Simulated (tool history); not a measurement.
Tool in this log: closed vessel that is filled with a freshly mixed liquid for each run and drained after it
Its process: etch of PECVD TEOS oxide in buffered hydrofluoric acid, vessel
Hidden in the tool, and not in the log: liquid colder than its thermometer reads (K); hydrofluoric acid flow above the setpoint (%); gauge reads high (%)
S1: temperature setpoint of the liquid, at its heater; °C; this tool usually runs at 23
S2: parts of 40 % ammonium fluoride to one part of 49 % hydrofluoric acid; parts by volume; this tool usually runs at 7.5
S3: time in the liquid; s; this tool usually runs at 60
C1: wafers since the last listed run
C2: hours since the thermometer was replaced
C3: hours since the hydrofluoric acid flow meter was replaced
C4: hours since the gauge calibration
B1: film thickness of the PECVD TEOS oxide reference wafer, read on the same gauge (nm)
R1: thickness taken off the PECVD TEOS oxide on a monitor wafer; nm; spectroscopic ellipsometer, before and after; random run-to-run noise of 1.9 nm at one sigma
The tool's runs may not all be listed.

run	hour	S1	S2	S3	C1	C2	C3	C4	B1	R1
1	0	23	7.5	60	0	600.3	1006.8	542.9	90.03	186.16
2	63.2	23	7.5	60	8484	663.5	1070	606.1	90	187.78
3	124.1	23	7.5	60	8176	724.4	1130.9	667	90.03	187.33
4	235.6	23	7.5	85	14969	835.9	1242.4	778.5	90.02	269.15
5	262.7	23	7.5	60	3638	863	1269.5	805.6	89.96	188.4
6	318	23	7.5	60	7424	918.3	1324.8	860.9	89.98	186.17
7	350.9	23	7.5	60	4416	951.2	1357.7	893.8	89.97	185.04
8	385.6	23	7.5	60	4658	985.9	1392.4	928.5	89.99	188.29
# hour 412.8: hydrofluoric acid flow meter replaced
9	424.5	23	7.5	60	5088	1024.8	11.7	967.4	89.99	176.1
10	496.3	23	7.5	60	9639	1096.6	83.5	1039.2	90.01	175.99
11	543.4	23	7.5	60	6323	1143.7	130.6	1086.3	90	177.8
# hour 564.4: gauge calibrated
12	588.3	24.5	7.5	50	6028	1188.6	175.5	23.9	89.97	160.45
13	613.5	23	7.5	60	3383	1213.8	200.7	49.1	89.99	178.71
14	638.1	27.5	6.5	30	3302	1238.4	225.3	73.7	90	130.43
15	700.7	19.5	9.5	30	8404	1301	287.9	136.3	90	57.08
16	732.4	28	6.5	60	4255	1332.7	319.6	168	90	266.32
# hour 772.2: thermometer replaced
17	781.9	23	7.5	60	6511	9.7	369.1	217.5	90	190.64
18	832.8	26	5	35	6833	60.6	420	268.4	89.98	191.23
19	877.2	18.5	6	75	5960	105	464.4	312.8	90	227.12
20	919.8	27.5	7.5	50	5719	147.6	507	355.4	89.99	205.98
21	968.8	23	9	35	6578	196.6	556	404.4	90	91.05
22	1005.1	23	7.5	60	4873	232.9	592.3	440.7	90	193.38
23	1041.1	23	7.5	30	4833	268.9	628.3	476.7	89.98	94.32
24	1098.5	20	7.5	90	7706	326.3	685.7	534.1	90.01	243.21
25	1126.3	27	5	90	3732	354.1	713.5	561.9	90.02	511.93

Branching from run 25: 3 alternative next runs. What would each branch give?
A	1127	25.5	7.5	60	93	354.8	714.2	562.6	?	?
B	1127	25.5	6.5	85	93	354.8	714.2	562.6	?	?
C	1127	18	6.5	30	93	354.8	714.2	562.6	?	?

run	B1	R1
A	89.98	220.1
B	89.98	355.03
C	89.98	82.69
Stripped of hidden state, with their random variation kept, the same runs would have yielded:
run	R1
A	215.78
B	351.17
C	81.89
